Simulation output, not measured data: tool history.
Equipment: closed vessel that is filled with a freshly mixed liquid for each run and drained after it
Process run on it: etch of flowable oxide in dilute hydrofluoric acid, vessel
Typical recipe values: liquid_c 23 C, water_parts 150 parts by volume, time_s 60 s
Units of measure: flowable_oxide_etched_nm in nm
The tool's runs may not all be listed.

run	hour	liquid_c	water_parts	time_s	read-back film thickness of the flowable oxide reference wafer, read on the same gauge (nm)	flowable_oxide_etched_nm
1	0	20	205	60	29.36	10.25
2	33.4	23	150	60	29.31	16.53
# hour 88.2: gauge calibrated
3	93.8	23	150	60	30	17.14
4	152.2	23	150	55	29.91	15.65
5	220.3	20.5	190	60	29.84	11.64
6	273.2	20.5	190	60	29.79	11.75
7	300.1	23	150	60	29.74	16.84
8	362.8	23	150	60	29.67	16.64
# hour 399.8: thermometer replaced
# hour 452.8: hydrofluoric acid flow meter replaced
9	531.4	23	150	60	29.46	16.53
10	562.9	23	150	60	29.44	16.57
11	599.3	23	150	60	29.38	16.6
12	662.6	20.5	190	60	29.3	11.39
13	702.5	23	90	75	29.27	37.33
# hour 747.8: gauge calibrated
14	757.6	23	150	60	29.92	17.03
15	781.9	21.5	205	30	29.89	5.49
16	850.2	20	215	75	29.81	12.22
17	881.9	19.5	205	35	29.78	6.01
18	936.6	20.5	175	90	29.72	19.3
19	981.6	23	150	60	29.66	16.87
20	1025.8	23	150	60	29.6	16.82
21	1059	25	100	60	29.56	29.21
22	1128.9	26.5	150	60	29.46	19.28

The logged runs with the hidden state left out (each run's random variation unchanged):
Unlogged tool condition in this case: liquid hotter than its thermometer reads (K); hydrofluoric acid flow below the setpoint (%); gauge reads high (%).
run	flowable_oxide_etched_nm
1	10.47
2	16.91
3	17.15
4	15.69
5	11.7
6	11.84
7	16.99
8	16.83
9	16.83
10	16.9
11	16.95
12	11.66
13	38.27
14	17.07
15	5.51
16	12.29
17	6.05
18	19.49
19	17.06
20	17.05
21	29.64
22	19.62

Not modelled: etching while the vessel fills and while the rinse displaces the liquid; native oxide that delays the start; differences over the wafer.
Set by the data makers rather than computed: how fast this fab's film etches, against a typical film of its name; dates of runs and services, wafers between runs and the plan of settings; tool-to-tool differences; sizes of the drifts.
